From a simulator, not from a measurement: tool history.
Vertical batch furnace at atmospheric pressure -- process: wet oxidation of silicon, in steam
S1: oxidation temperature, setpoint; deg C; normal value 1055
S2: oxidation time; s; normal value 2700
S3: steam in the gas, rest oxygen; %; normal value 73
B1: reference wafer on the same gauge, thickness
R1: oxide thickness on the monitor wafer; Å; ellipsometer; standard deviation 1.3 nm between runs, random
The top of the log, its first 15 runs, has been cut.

run	day	S1	S2	S3	B1	R1
16	16.012	1055	2700	82	379.41	4073.5
17	17.200	1055	2700	82	378.95	4069.9
# day 17.271: gauge calibrated
18	18.067	1042	3780	73	379.23	4328.7
19	18.862	1065	3120	61	379.16	3906.4
20	20.179	1055	2700	73	378.50	3794.2
21	21.062	1055	2400	73	379.45	3541.7
22	21.725	1076	2100	65	378.92	3407.6
23	22.796	1055	1350	66	378.96	2345.2
24	24.162	1055	2700	73	379.22	3797.9
25	25.100	1055	2700	67	379.12	3593.3
26	26.596	1064	2700	73	379.29	3947.4
27	27.962	1046	2250	66	379.47	3035.5

Run 28 comes next. What will it give?
28	28.583	1065	3840	62	?	?

For run 28 the tool returned B1 378.93, R1 4463.8 Å.
Had the tool carried no hidden state, the very same run would have given R1 4529.0 Å.
